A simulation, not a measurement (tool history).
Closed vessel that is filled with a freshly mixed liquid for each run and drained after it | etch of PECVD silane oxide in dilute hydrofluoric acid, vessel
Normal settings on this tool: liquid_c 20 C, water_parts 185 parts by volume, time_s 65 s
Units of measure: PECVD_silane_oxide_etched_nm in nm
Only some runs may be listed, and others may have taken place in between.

run    hour  liquid_c  water_parts  time_s  wafers since the last listed run  hours since the thermometer was replaced  hours since the hydrofluoric acid flow meter was replaced  hours since the gauge calibration  read-back film thickness of the PECVD silane oxide reference wafer, read on the same gauge (nm)  PECVD_silane_oxide_etched_nm
  1       0        20          185      65                                 0                                    1591.4                                                       89.9                              731.7                                                                                            90.01                          7.71
  2    47.2        20          185      65                              6492                                    1638.6                                                      137.1                              778.9                                                                                            89.98                          7.59
  3    91.7        20          185      65                              6121                                    1683.1                                                      181.6                              823.4                                                                                               90                          7.62
  4     135        17          185      75                              5956                                    1726.4                                                      224.9                              866.7                                                                                               90                           7.8
  5   181.3        17          185      75                              6368                                    1772.7                                                      271.2                                913                                                                                            89.96                          7.82
  6   241.4        20          210      65                              8267                                    1832.8                                                      331.3                              973.1                                                                                            89.97                          6.55
  7   280.9        17          185      45                              5433                                    1872.3                                                      370.8                             1012.6                                                                                            89.99                          4.73
  8   316.2        17          185      45                              4855                                    1907.6                                                      406.1                             1047.9                                                                                            89.99                          4.75
  9   378.5        20          125      65                              8569                                    1969.9                                                      468.4                             1110.2                                                                                            90.03                         12.27
 10   428.9        20          125      65                              6932                                    2020.3                                                      518.8                             1160.6                                                                                               90                         12.33
      432.6  -- hydrofluoric acid flow meter replaced
 11   470.7        20          185      65                              5612                                    2062.1                                                       38.1                             1202.4                                                                                            89.95                          7.64
 12   529.7        20          185      65                              8115                                    2121.1                                                       97.1                             1261.4                                                                                            89.99                          7.81
 13   576.9        20          185      75                              6492                                    2168.3                                                      144.3                             1308.6                                                                                            89.98                          8.99
 14   620.1        20          185      75                              5942                                    2211.5                                                      187.5                             1351.8                                                                                            89.97                          9.06
 15   825.5        20          120      65                             28254                                    2416.9                                                      392.9                             1557.2                                                                                            90.03                         12.83
 16   864.3        17          160      30                              5337                                    2455.7                                                      431.7                               1596                                                                                            90.03                          3.82
      902.7  -- hydrofluoric acid flow meter replaced
 17     908        20          185      65                              5873                                    2499.4                                                        5.3                             1639.7                                                                                            90.01                          7.81
 18   961.3      21.5          240      30                              7331                                    2552.7                                                       58.6                               1693                                                                                            89.99                          2.79
 19  1142.2        25          235      35                             24884                                    2733.6                                                      239.5                             1873.9                                                                                               90                           3.8
     1150.1  -- thermometer replaced
 20  1194.8      24.5          135      30                              7097                                      44.7                                                      292.1                             1926.5                                                                                            90.06                          5.73
 21  1239.3        23          215      45                              6121                                      89.2                                                      336.6                               1971                                                                                            90.02                          4.73
     1255.3  -- gauge calibrated
 22  1285.9      24.5          185      65                              6410                                     135.8                                                      383.2                               30.6                                                                                            89.99                          8.78
 23  1343.7      22.5          185      65                              7950                                     193.6                                                        441                               88.4                                                                                            89.99                          8.14
 24  1367.9        20          185      65                              3328                                     217.8                                                      465.2                              112.6                                                                                            90.01                          7.32
 25    1394        20          185      65                              3590                                     243.9                                                      491.3                              138.7                                                                                            89.97                          7.39
       1436  -- hydrofluoric acid flow meter replaced
 26  1439.1        22           95      30                              6066                                       289                                                        3.1                              183.8                                                                                            90.03                          7.99
 27  1535.6        20          185      65                             13274                                     385.5                                                       99.6                              280.3                                                                                            90.01                          7.45
 28  1590.4        22          185      45                              7538                                     440.3                                                      154.4                              335.1                                                                                               90                          5.55
 29  1658.2      24.5          145      30                              9326                                     508.1                                                      222.2                              402.9                                                                                            89.98                          5.42
 30  1726.5        20          100     100                              9395                                     576.4                                                      290.5                              471.2                                                                                            90.04                         23.28

What if the next run were any one of these 4? Each begins from the tool's condition after run 30:
  A  1727.2        20          185      65                                96                                     577.1                                                      291.2                              471.9                                                                                                ?                             ?
  B  1727.2      22.5          215      50                                96                                     577.1                                                      291.2                              471.9                                                                                                ?                             ?
  C  1727.2      18.5          145      35                                96                                     577.1                                                      291.2                              471.9                                                                                                ?                             ?
  D  1727.2        17          245      95                                96                                     577.1                                                      291.2                              471.9                                                                                                ?                             ?

run  read-back film thickness of the PECVD silane oxide reference wafer, read on the same gauge (nm)  PECVD_silane_oxide_etched_nm
  A                                                                                            89.95                          7.59
  B                                                                                            89.95                          5.35
  C                                                                                            89.95                          5.12
  D                                                                                            89.95                          7.04
Without the tool's hidden state the same runs would have given:
run  PECVD_silane_oxide_etched_nm
  A                          7.31
  B                          5.16
  C                          4.93
  D                          6.79
